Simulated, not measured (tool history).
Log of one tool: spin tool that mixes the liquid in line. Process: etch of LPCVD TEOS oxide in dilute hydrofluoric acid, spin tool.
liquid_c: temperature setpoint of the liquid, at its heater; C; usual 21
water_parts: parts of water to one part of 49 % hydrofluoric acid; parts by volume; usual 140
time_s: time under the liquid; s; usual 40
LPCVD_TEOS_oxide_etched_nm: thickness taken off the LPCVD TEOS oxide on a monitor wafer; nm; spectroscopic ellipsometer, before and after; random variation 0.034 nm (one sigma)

run,hour,liquid_c,water_parts,time_s,"read-back film thickness of the LPCVD TEOS oxide reference wafer, read on the same gauge (nm)",LPCVD_TEOS_oxide_etched_nm
1,0,21,140,40,70.066,4.117
2,66.6,21,140,40,69.977,4.148
3,172.9,21,140,40,69.975,4.139
4,440.8,21,140,40,70.005,4.041
5,487.1,21,140,40,70.005,4.038
6,746.5,21,140,40,69.998,3.948
# hour 765: hydrofluoric acid flow meter replaced
# hour 788: gauge calibrated
7,796.8,21,140,40,69.951,4.031
# hour 858.1: thermometer replaced
8,868.4,21,90,40,70.002,7.189
9,976.2,21,140,40,69.981,4.34
10,1076.3,21,90,40,69.991,7.149
11,1126.4,21,170,60,69.993,5.14
12,1173.4,21,140,55,69.989,5.902
13,1232.4,18.5,140,20,70.003,1.941
14,1315.3,23,140,40,69.973,4.646

The tool's hidden state at each run:
hydrofluoric acid flow above the setpoint (%): 0 in every run
gauge reads high (%): 0 in every run
H1: liquid colder than its thermometer reads (K)
run,H1
1,1.45
2,1.54
3,1.68
4,2.04
5,2.1
6,2.45
7,2.52
8,0.096
9,0.24
10,0.374
11,0.441
12,0.504
13,0.583
14,0.694

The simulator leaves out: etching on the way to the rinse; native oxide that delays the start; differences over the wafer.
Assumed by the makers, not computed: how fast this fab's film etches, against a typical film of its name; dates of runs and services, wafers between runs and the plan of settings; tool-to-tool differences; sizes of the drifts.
